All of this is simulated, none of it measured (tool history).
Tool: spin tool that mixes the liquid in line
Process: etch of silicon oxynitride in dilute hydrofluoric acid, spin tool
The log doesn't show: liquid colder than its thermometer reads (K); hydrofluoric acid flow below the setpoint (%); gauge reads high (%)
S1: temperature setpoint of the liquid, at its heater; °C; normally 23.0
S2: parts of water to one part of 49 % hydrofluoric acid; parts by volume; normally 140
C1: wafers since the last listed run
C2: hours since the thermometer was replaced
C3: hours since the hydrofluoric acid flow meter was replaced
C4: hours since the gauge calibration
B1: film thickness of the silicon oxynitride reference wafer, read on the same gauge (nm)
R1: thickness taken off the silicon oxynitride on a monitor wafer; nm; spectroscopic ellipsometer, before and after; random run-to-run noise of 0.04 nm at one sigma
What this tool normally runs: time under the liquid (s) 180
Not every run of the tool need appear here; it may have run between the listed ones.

Run 1, hour 0.0: usual settings but S2 125 parts by volume; C1 0; C2 101.3; C3 427.8; C4 663.4; B1 30.026. Result: R1 1.952 nm.
Run 2, hour 87.7: usual settings but S2 125 parts by volume; C1 568; C2 189.0; C3 515.5; C4 751.1; B1 30.008. Result: R1 1.874 nm.
Run 3, hour 303.7: usual settings but S1 19.5 °C; C1 1400; C2 405.0; C3 731.5; C4 967.1; B1 29.971. Result: R1 1.260 nm.
At hour 325.9: hydrofluoric acid flow meter replaced.
Run 4, hour 371.8: usual settings but S1 19.5 °C; C1 435; C2 473.1; C3 45.9; C4 1035.2; B1 30.007. Result: R1 1.484 nm.
Run 5, hour 440.7: usual settings but S1 26.5 °C; C1 446; C2 542.0; C3 114.8; C4 1104.1; B1 30.013. Result: R1 1.904 nm.
At hour 501.5: thermometer replaced.
Run 6, hour 509.2: usual settings; C1 437; C2 7.7; C3 183.3; C4 1172.6; B1 29.989. Result: R1 1.797 nm.
Run 7, hour 564.3: usual settings; C1 357; C2 62.8; C3 238.4; C4 1227.7; B1 30.002. Result: R1 1.717 nm.
At hour 612.1: gauge calibrated.
Run 8, hour 636.4: usual settings but S2 165 parts by volume; C1 467; C2 134.9; C3 310.5; C4 24.3; B1 29.987. Result: R1 1.398 nm.
Run 9, hour 694.2: usual settings but S2 165 parts by volume; C1 374; C2 192.7; C3 368.3; C4 82.1; B1 30.002. Result: R1 1.369 nm.
Run 10, hour 747.5: usual settings but S2 165 parts by volume; C1 345; C2 246.0; C3 421.6; C4 135.4; B1 30.007. Result: R1 1.381 nm.
Run 11, hour 789.3: usual settings; C1 270; C2 287.8; C3 463.4; C4 177.2; B1 30.044. Result: R1 1.535 nm.
Run 12, hour 872.5: usual settings but S1 21.5 °C; C1 539; C2 371.0; C3 546.6; C4 260.4; B1 30.010. Result: R1 1.435 nm.
At hour 963.2: hydrofluoric acid flow meter replaced.
Run 13, hour 964.9: usual settings; C1 592; C2 463.4; C3 1.7; C4 352.8; B1 30.015. Result: R1 1.678 nm.
Run 14, hour 1053.6: usual settings; C1 575; C2 552.1; C3 90.4; C4 441.5; B1 29.998. Result: R1 1.689 nm.
Run 15, hour 1110.4: usual settings; C1 368; C2 608.9; C3 147.2; C4 498.3; B1 30.030. Result: R1 1.565 nm.
Run 16, hour 1165.2: usual settings but S1 19.0 °C, S2 160 parts by volume; C1 355; C2 663.7; C3 202.0; C4 553.1; B1 30.027. Result: R1 1.113 nm.
Run 17, hour 1220.1: usual settings but time under the liquid (s) 255; C1 355; C2 718.6; C3 256.9; C4 608.0; B1 30.026. Result: R1 2.150 nm.
At hour 1227.4: thermometer replaced.
Run 18, hour 1302.4: usual settings but S1 25.0 °C, S2 185 parts by volume, time under the liquid (s) 255; C1 527; C2 75.0; C3 339.2; C4 690.3; B1 30.014. Result: R1 1.820 nm.
Run 19, hour 1354.8: usual settings but S2 165 parts by volume; C1 339; C2 127.4; C3 391.6; C4 742.7; B1 30.014. Result: R1 1.332 nm.
Run 20, hour 1440.7: usual settings but S1 24.5 °C, time under the liquid (s) 75; C1 556; C2 213.3; C3 477.5; C4 828.6; B1 29.983. Result: R1 0.687 nm.
Run 21, hour 1524.5: usual settings but S1 28.0 °C, S2 95 parts by volume, time under the liquid (s) 240; C1 543; C2 297.1; C3 561.3; C4 912.4; B1 29.993. Result: R1 3.796 nm.

For run 22, what comes out?
Run 22, hour 1600.6: usual settings but S1 21.0 °C, time under the liquid (s) 140; C1 493; C2 373.2; C3 637.4; C4 988.5; B1 ?. Result: R1 ?.

B1: 30.011
R1: 1.085 nm
If the tool had no hidden condition, the same run with the same run-to-run variation would have returned R1 1.374 nm.
